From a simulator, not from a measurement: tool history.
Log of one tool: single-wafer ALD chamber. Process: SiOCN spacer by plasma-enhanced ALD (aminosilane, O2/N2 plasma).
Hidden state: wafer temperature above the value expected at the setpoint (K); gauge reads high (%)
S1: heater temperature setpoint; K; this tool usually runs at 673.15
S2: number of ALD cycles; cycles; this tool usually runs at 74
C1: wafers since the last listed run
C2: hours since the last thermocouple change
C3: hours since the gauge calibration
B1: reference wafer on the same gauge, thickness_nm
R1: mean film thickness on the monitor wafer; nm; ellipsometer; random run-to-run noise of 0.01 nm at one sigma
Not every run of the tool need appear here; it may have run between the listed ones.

{"run": 1, "day": 0.0, "S1": 673.15, "S2": 74, "C1": 0, "C2": 1745.9, "C3": 139.7, "B1": 4.173, "R1": 4.038}
{"run": 2, "day": 3.871, "S1": 673.15, "S2": 74, "C1": 249, "C2": 1838.8, "C3": 232.6, "B1": 4.176, "R1": 4.029}
{"run": 3, "day": 7.762, "S1": 673.15, "S2": 78, "C1": 251, "C2": 1932.2, "C3": 326, "B1": 4.184, "R1": 4.259}
{"run": 4, "day": 10.371, "S1": 673.15, "S2": 78, "C1": 168, "C2": 1994.8, "C3": 388.6, "B1": 4.189, "R1": 4.27}
{"run": 5, "day": 12.996, "S1": 673.15, "S2": 74, "C1": 169, "C2": 2057.8, "C3": 451.6, "B1": 4.194, "R1": 4.043}
{"run": 6, "day": 16.796, "S1": 673.15, "S2": 74, "C1": 245, "C2": 2149, "C3": 542.8, "B1": 4.208, "R1": 4.064}
{"run": 7, "day": 18.617, "S1": 673.15, "S2": 74, "C1": 117, "C2": 2192.7, "C3": 586.5, "B1": 4.212, "R1": 4.085}
{"run": 8, "day": 21.029, "S1": 661.15, "S2": 74, "C1": 155, "C2": 2250.6, "C3": 644.4, "B1": 4.222, "R1": 4.085}
{"day": 22.296, "done": "thermocouple changed; heater temperature recalibrated"}
{"run": 9, "day": 25.396, "S1": 661.15, "S2": 74, "C1": 260, "C2": 74.4, "C3": 749.2, "B1": 4.237, "R1": 4.096}
{"run": 10, "day": 28.008, "S1": 661.15, "S2": 74, "C1": 168, "C2": 137.1, "C3": 811.9, "B1": 4.251, "R1": 4.096}
{"run": 11, "day": 31.683, "S1": 680.15, "S2": 68, "C1": 237, "C2": 225.3, "C3": 900.1, "B1": 4.268, "R1": 3.707}
{"run": 12, "day": 33.904, "S1": 681.15, "S2": 82, "C1": 143, "C2": 278.6, "C3": 953.4, "B1": 4.281, "R1": 4.461}
{"day": 34.362, "done": "gauge calibrated"}
{"run": 13, "day": 35.992, "S1": 687.15, "S2": 66, "C1": 134, "C2": 328.7, "C3": 39.1, "B1": 4.157, "R1": 3.41}
{"run": 14, "day": 40.338, "S1": 665.15, "S2": 64, "C1": 280, "C2": 433, "C3": 143.4, "B1": 4.158, "R1": 3.476}
{"run": 15, "day": 42.779, "S1": 679.15, "S2": 60, "C1": 157, "C2": 491.6, "C3": 202, "B1": 4.163, "R1": 3.183}
{"run": 16, "day": 44.662, "S1": 677.15, "S2": 78, "C1": 121, "C2": 536.8, "C3": 247.2, "B1": 4.167, "R1": 4.188}
{"run": 17, "day": 46.846, "S1": 677.15, "S2": 81, "C1": 140, "C2": 589.2, "C3": 299.6, "B1": 4.167, "R1": 4.341}
{"run": 18, "day": 48.8, "S1": 668.15, "S2": 67, "C1": 126, "C2": 636.1, "C3": 346.5, "B1": 4.171, "R1": 3.64}
{"run": 19, "day": 51.396, "S1": 673.15, "S2": 74, "C1": 167, "C2": 698.4, "C3": 408.8, "B1": 4.179, "R1": 4.043}
{"run": 20, "day": 55.808, "S1": 673.15, "S2": 74, "C1": 284, "C2": 804.3, "C3": 514.7, "B1": 4.189, "R1": 4.042}

Predict each of these 5 candidate next runs independently; none follows another, all start after run 20:
{"run": "A", "day": 55.829, "S1": 673.15, "S2": 74, "C1": 1, "C2": 804.8, "C3": 515.2, "B1": "?", "R1": "?"}
{"run": "B", "day": 55.829, "S1": 686.15, "S2": 70, "C1": 1, "C2": 804.8, "C3": 515.2, "B1": "?", "R1": "?"}
{"run": "C", "day": 55.829, "S1": 673.15, "S2": 81, "C1": 1, "C2": 804.8, "C3": 515.2, "B1": "?", "R1": "?"}
{"run": "D", "day": 55.829, "S1": 680.15, "S2": 74, "C1": 1, "C2": 804.8, "C3": 515.2, "B1": "?", "R1": "?"}
{"run": "E", "day": 55.829, "S1": 665.15, "S2": 81, "C1": 1, "C2": 804.8, "C3": 515.2, "B1": "?", "R1": "?"}

run=A B1=4.189 R1=4.047
run=B B1=4.189 R1=3.658
run=C B1=4.189 R1=4.43
run=D B1=4.189 R1=3.95
run=E B1=4.189 R1=4.43
Stripped of hidden state, with their random variation kept, the same runs would have yielded:
run=A R1=4.038
run=B R1=3.65
run=C R1=4.42
run=D R1=3.941
run=E R1=4.42
